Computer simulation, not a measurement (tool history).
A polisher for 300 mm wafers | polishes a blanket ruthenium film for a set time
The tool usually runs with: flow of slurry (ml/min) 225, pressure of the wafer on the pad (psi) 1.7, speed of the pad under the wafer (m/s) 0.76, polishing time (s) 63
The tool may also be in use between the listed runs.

run   hour  flow of slurry (ml/min)  pressure of the wafer on the pad (psi)  speed of the pad under the wafer (m/s)  polishing time (s)  wafers since the last listed run  wafers polished on this pad  hours since the slurry nozzle was cleaned  hours since the head pressure was calibrated  incoming thickness of the incoming film, nm  film removed (angstrom)
  1      0                      225                                     1.7                                    0.76                  63                                 0                         1112                                      408.4                                         832.5                                        616.4                      501
  2   11.5                      225                                     1.7                                    0.76                  63                                72                         1185                                      419.9                                           844                                          630                      490
  3   25.5                      225                                     1.7                                    0.76                  63                                88                         1273                                      433.9                                           858                                          621                      485
      35.6  -- worn pad replaced by a new one
  4   37.7                      180                                     1.7                                    0.76                  63                                52                           13                                      446.1                                         870.2                                        627.8                      450
  5   51.1                      180                                     1.7                                    0.76                  63                                85                           98                                      459.5                                         883.6                                        619.1                      448
  6     59                      180                                     1.7                                    0.76                  63                                50                          148                                      467.4                                         891.5                                        620.4                      447
  7   70.4                      225                                     1.7                                    0.76                  63                                72                          220                                      478.8                                         902.9                                        617.6                      458
  8   78.1                      225                                     1.7                                    0.76                  63                                48                          269                                      486.5                                         910.6                                        618.6                      456
  9   89.9                      280                                     1.7                                    0.76                  63                                74                          344                                      498.3                                         922.4                                        627.6                      467
 10  103.6                      225                                     1.7                                    0.96                  63                                86                          431                                        512                                         936.1                                        623.8                      562
 11  114.1                      225                                     1.7                                    0.96                  63                                66                          498                                      522.5                                         946.6                                        617.9                      568
     133.8  -- worn pad replaced by a new one, repeated, since the last time left the tool worse
 12  146.2                      225                                     1.7                                    0.76                  63                               178                           78                                      554.6                                         978.7                                        622.4                      512
 13  155.8                      225                                     1.5                                    0.68                  63                                60                          139                                      564.2                                         988.3                                        612.5                      429
 14  171.2                      225                                     1.7                                    0.76                  43                                97                          237                                      579.6                                        1003.7                                        626.4                      347
 15  178.5                      225                                     1.7                                    0.88                  75                                46                          283                                      586.9                                          1011                                        613.6                      694
 16  191.5                      225                                     1.7                                    0.76                  63                                82                          366                                      599.9                                          1024                                        616.2                      510
 17  203.2                      225                                     1.7                                    0.52                  75                                74                          440                                      611.6                                        1035.7                                          619                      439
 18  212.7                      225                                     1.7                                    0.76                  76                                60                          500                                      621.1                                        1045.2                                        621.2                      622
     218.8  -- slurry nozzle cleaned
 19  227.1                      165                                     1.7                                    0.58                  63                                85                          585                                        8.3                                        1059.6                                        624.7                      391
 20  234.4                      225                                     1.7                                    0.76                  63                                46                          631                                       15.6                                        1066.9                                        623.8                      514
 21  251.6                      225                                     1.7                                    0.76                  63                               109                          741                                       32.8                                        1084.1                                        625.4                      503
     258.8  -- head pressure recalibrated
 22  259.3                      200                                     2.1                                    0.94                  49                                36                          777                                       40.5                                           0.5                                        611.1                      551
 23  271.1                      225                                     1.4                                    0.76                  70                                74                          852                                       52.3                                          12.3                                          620                      490
 24  281.9                      225                                     1.7                                    0.76                  63                                68                          920                                       63.1                                          23.1                                        618.2                      500
 25  291.9                      260                                     1.9                                    0.94                  55                                63                          984                                       73.1                                          33.1                                        610.4                      575
 26  299.1                      170                                     1.7                                    0.76                  63                                45                         1029                                       80.3                                          40.3                                          622                      479
 27  310.3                      290                                     1.7                                    0.76                  63                                71                         1100                                       91.5                                          51.5                                        616.7                      508
 28  326.7                      225                                     1.7                                    0.76                  63                               104                         1204                                      107.9                                          67.9                                        610.2                      494
 29  334.8                      225                                     1.7                                    0.76                  48                                51                         1256                                        116                                            76                                        617.6                      369
 30  349.1                      225                                     1.7                                    0.76                  63                                90                         1347                                      130.3                                          90.3                                        627.6                      476
     353.4  -- worn pad replaced by a new one
 31  364.6                      225                                     2.1                                    0.76                  83                                72                           71                                      145.8                                         105.8                                        625.1                      795
 32  378.3                      225                                     2.2                                     0.6                  63                                86                          157                                      159.5                                         119.5                                        612.7                      501
 33  387.1                      285                                     1.2                                    0.88                  63                                55                          213                                      168.3                                         128.3                                        618.2                      479
 34  394.8                      225                                     1.7                                    0.76                  63                                48                          262                                        176                                           136                                        620.5                      518
 35  401.4                      225                                     1.7                                    0.76                  79                                41                          304                                      182.6                                         142.6                                        608.1                      643
 36  416.3                      225                                     1.7                                    0.76                  63                                94                          399                                      197.5                                         157.5                                        620.7                      516
 37  431.8                      180                                     1.7                                    0.54                  63                                98                          497                                        213                                           173                                        629.8                      371

Branching from run 37: 4 alternative next runs. What would each branch give?
  A  432.2                      225                                     1.7                                       1                  63                                 2                          499                                      213.4                                         173.4                                        621.3                        ?
  B  432.2                      275                                     2.2                                    0.56                  80                                 2                          499                                      213.4                                         173.4                                        621.3                        ?
  C  432.2                      280                                     1.3                                    0.68                  63                                 2                          499                                      213.4                                         173.4                                        621.3                        ?
  D  432.2                      225                                     1.7                                    0.86                  49                                 2                          499                                      213.4                                         173.4                                        621.3                        ?

run  film removed (angstrom)
  A                      655
  B                      612
  C                      398
  D                      445
What these runs would have given with no unlogged condition in the tool:
run  film removed (angstrom)
  A                      661
  B                      617
  C                      401
  D                      449
